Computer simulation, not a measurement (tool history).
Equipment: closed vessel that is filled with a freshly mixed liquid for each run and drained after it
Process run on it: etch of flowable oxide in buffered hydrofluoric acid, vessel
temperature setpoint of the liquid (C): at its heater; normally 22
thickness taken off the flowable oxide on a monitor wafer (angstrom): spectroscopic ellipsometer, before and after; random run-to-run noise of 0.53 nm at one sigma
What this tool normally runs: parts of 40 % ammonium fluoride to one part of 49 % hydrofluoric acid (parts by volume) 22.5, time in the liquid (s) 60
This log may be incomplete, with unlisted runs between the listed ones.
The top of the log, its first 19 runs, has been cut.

run,hour,temperature setpoint of the liquid (C),parts of 40 % ammonium fluoride to one part of 49 % hydrofluoric acid (parts by volume),time in the liquid (s),wafers since the last listed run,hours since the thermometer was replaced,hours since the hydrofluoric acid flow meter was replaced,hours since the gauge calibration,"read-back film thickness of the flowable oxide reference wafer, read on the same gauge (nm)",thickness taken off the flowable oxide on a monitor wafer (angstrom)
20,960.6,22,22.5,60,9520,291.5,272.2,2683,120.01,655.8
21,999.8,18,22.5,60,5595,330.7,311.4,2722.2,119.98,528.2
# hour 1024.5: gauge calibrated
22,1065.5,22,22.5,60,9377,396.4,377.1,41,120,660.4
23,1102.3,25,14.5,50,5252,433.2,413.9,77.8,119.98,956
24,1171.4,22,17,60,9863,502.3,483,146.9,120.02,836.1
25,1228.4,22,22.5,60,8135,559.3,540,203.9,119.99,662.6
26,1288.8,26.5,22.5,70,8621,619.7,600.4,264.3,119.95,992.9
27,1317.8,20.5,15.5,40,4139,648.7,629.4,293.3,120.05,572.2
28,1359.9,22,22.5,30,6009,690.8,671.5,335.4,120,330
29,1413.8,17,19,60,7693,744.7,725.4,389.3,120.01,580.8
30,1484.9,22,18.5,40,10148,815.8,796.5,460.4,120.01,525.7
31,1519.7,22,22.5,60,4967,850.6,831.3,495.2,120,667.7
32,1557.1,25,22.5,95,5338,888,868.7,532.6,120.02,1270.3
33,1615.2,24.5,22.5,40,8292,946.1,926.8,590.7,120,523.6

Predict each of these 4 candidate next runs independently; none follows another, all start after run 33:
A,1615.9,22,27,60,99,946.8,927.5,591.4,?,?
B,1615.9,18.5,26.5,45,99,946.8,927.5,591.4,?,?
C,1615.9,26.5,26,70,99,946.8,927.5,591.4,?,?
D,1615.9,19,20,85,99,946.8,927.5,591.4,?,?

run,"read-back film thickness of the flowable oxide reference wafer, read on the same gauge (nm)",thickness taken off the flowable oxide on a monitor wafer (angstrom)
A,120.02,609.3
B,120.02,380.8
C,120.02,932
D,120.02,898.5
Take away the tool's hidden state, keep each run's random variation, and the runs would have read:
run,thickness taken off the flowable oxide on a monitor wafer (angstrom)
A,567.9
B,354.4
C,870.4
D,836.5
